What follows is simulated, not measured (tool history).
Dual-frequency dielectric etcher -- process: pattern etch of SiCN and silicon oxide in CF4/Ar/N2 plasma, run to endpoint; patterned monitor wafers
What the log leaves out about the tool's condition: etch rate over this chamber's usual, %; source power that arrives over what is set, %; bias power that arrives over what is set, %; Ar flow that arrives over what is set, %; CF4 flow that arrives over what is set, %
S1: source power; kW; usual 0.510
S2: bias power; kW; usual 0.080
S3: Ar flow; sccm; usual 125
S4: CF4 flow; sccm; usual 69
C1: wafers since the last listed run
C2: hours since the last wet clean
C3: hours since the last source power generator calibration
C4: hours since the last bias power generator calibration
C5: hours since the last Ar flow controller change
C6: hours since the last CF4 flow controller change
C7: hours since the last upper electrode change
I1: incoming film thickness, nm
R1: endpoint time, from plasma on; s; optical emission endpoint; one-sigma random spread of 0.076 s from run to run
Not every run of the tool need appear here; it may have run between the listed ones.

| run | day | S1 | S2 | S3 | S4 | C1 | C2 | C3 | C4 | C5 | C6 | C7 | I1 | R1 |
|---|---|---|---|---|---|---|---|---|---|---|---|---|---|---|
| 1 | 0.000 | 0.510 | 0.080 | 125 | 69 | 0 | 348.0 | 412.9 | 3854.1 | 6131.7 | 4753.3 | 4003.8 | 10.38 | 11.1 |
| 2 | 1.525 | 0.510 | 0.080 | 125 | 64 | 544 | 384.6 | 449.5 | 3890.7 | 6168.3 | 4789.9 | 4040.4 | 10.30 | 11.1 |
| 3 | 2.892 | 0.410 | 0.096 | 125 | 69 | 487 | 417.4 | 482.3 | 3923.5 | 6201.1 | 4822.7 | 4073.2 | 10.32 | 12.1 |
|  | 4.117 | wet clean of the chamber |
|  | 4.892 | upper electrode replaced |
| 4 | 8.962 | 0.510 | 0.080 | 125 | 69 | 1533 | 116.3 | 628.0 | 4069.2 | 6346.8 | 4968.4 | 97.7 | 10.30 | 10.9 |
| 5 | 10.129 | 0.510 | 0.080 | 125 | 69 | 416 | 144.3 | 656.0 | 4097.2 | 6374.8 | 4996.4 | 125.7 | 10.40 | 11.1 |
| 6 | 12.050 | 0.510 | 0.064 | 125 | 69 | 685 | 190.4 | 702.1 | 4143.3 | 6420.9 | 5042.5 | 171.8 | 10.36 | 12.4 |
|  | 13.175 | Ar flow controller replaced |
| 7 | 13.529 | 0.510 | 0.094 | 125 | 69 | 438 | 225.9 | 737.6 | 4178.8 | 8.5 | 5078.0 | 207.3 | 10.23 | 10.0 |
|  | 13.862 | CF4 flow controller replaced |
| 8 | 15.321 | 0.510 | 0.080 | 109 | 79 | 550 | 268.9 | 780.6 | 4221.8 | 51.5 | 35.0 | 250.3 | 10.31 | 10.4 |
| 9 | 17.483 | 0.510 | 0.080 | 125 | 69 | 771 | 320.8 | 832.5 | 4273.7 | 103.4 | 86.9 | 302.2 | 10.40 | 11.2 |
| 10 | 18.558 | 0.510 | 0.080 | 96 | 69 | 383 | 346.6 | 858.3 | 4299.5 | 129.2 | 112.7 | 328.0 | 10.31 | 10.2 |
| 11 | 21.117 | 0.470 | 0.080 | 125 | 69 | 913 | 408.0 | 919.7 | 4360.9 | 190.6 | 174.1 | 389.4 | 10.28 | 11.7 |
| 12 | 23.575 | 0.570 | 0.096 | 125 | 69 | 877 | 467.0 | 978.7 | 4419.9 | 249.6 | 233.1 | 448.4 | 10.30 | 9.0 |
|  | 27.083 | wet clean of the chamber |
| 13 | 27.104 | 0.620 | 0.080 | 137 | 59 | 902 | 0.5 | 1063.4 | 4504.6 | 334.3 | 317.8 | 533.1 | 10.29 | 9.5 |
|  | 27.271 | bias power generator calibrated |
| 14 | 28.417 | 0.510 | 0.080 | 125 | 69 | 409 | 32.0 | 1094.9 | 27.5 | 365.8 | 349.3 | 564.6 | 10.33 | 10.9 |
| 15 | 29.654 | 0.510 | 0.080 | 125 | 69 | 441 | 61.7 | 1124.6 | 57.2 | 395.5 | 379.0 | 594.3 | 10.28 | 11.1 |
| 16 | 30.967 | 0.510 | 0.080 | 109 | 79 | 468 | 93.2 | 1156.1 | 88.7 | 427.0 | 410.5 | 625.8 | 10.31 | 10.5 |
| 17 | 33.383 | 0.510 | 0.087 | 125 | 69 | 862 | 151.2 | 1214.1 | 146.7 | 485.0 | 468.5 | 683.8 | 10.42 | 10.5 |
| 18 | 35.875 | 0.510 | 0.080 | 125 | 69 | 889 | 211.0 | 1273.9 | 206.5 | 544.8 | 528.3 | 743.6 | 10.36 | 11.1 |
| 19 | 37.275 | 0.630 | 0.080 | 151 | 58 | 499 | 244.6 | 1307.5 | 240.1 | 578.4 | 561.9 | 777.2 | 10.26 | 9.7 |
| 20 | 39.188 | 0.450 | 0.089 | 125 | 69 | 682 | 290.5 | 1353.4 | 286.0 | 624.3 | 607.8 | 823.1 | 10.43 | 11.7 |
| 21 | 42.050 | 0.430 | 0.080 | 114 | 74 | 1021 | 359.2 | 1422.1 | 354.7 | 693.0 | 676.5 | 891.8 | 10.27 | 12.3 |
| 22 | 43.312 | 0.510 | 0.090 | 125 | 69 | 450 | 389.5 | 1452.4 | 385.0 | 723.3 | 706.8 | 922.1 | 10.24 | 10.3 |
| 23 | 45.888 | 0.590 | 0.091 | 140 | 84 | 919 | 451.3 | 1514.2 | 446.8 | 785.1 | 768.6 | 983.9 | 10.32 | 9.0 |
| 24 | 47.217 | 0.510 | 0.080 | 101 | 69 | 474 | 483.2 | 1546.1 | 478.7 | 817.0 | 800.5 | 1015.8 | 10.35 | 10.4 |

Forecast each of these 4 alternatives for the next run:
| A | 47.233 | 0.510 | 0.080 | 125 | 69 | 5 | 483.6 | 1546.5 | 479.1 | 817.4 | 800.9 | 1016.2 | 10.40 | ? |
| B | 47.233 | 0.510 | 0.080 | 155 | 69 | 5 | 483.6 | 1546.5 | 479.1 | 817.4 | 800.9 | 1016.2 | 10.40 | ? |
| C | 47.233 | 0.510 | 0.095 | 125 | 69 | 5 | 483.6 | 1546.5 | 479.1 | 817.4 | 800.9 | 1016.2 | 10.40 | ? |
| D | 47.233 | 0.400 | 0.066 | 115 | 73 | 5 | 483.6 | 1546.5 | 479.1 | 817.4 | 800.9 | 1016.2 | 10.40 | ? |

| run | R1 |
|---|---|
| A | 10.9 |
| B | 11.5 |
| C | 9.9 |
| D | 14.7 |
Without the tool's unlogged condition, the same runs would have read:
| run | R1 |
|---|---|
| A | 10.9 |
| B | 11.5 |
| C | 9.9 |
| D | 14.7 |
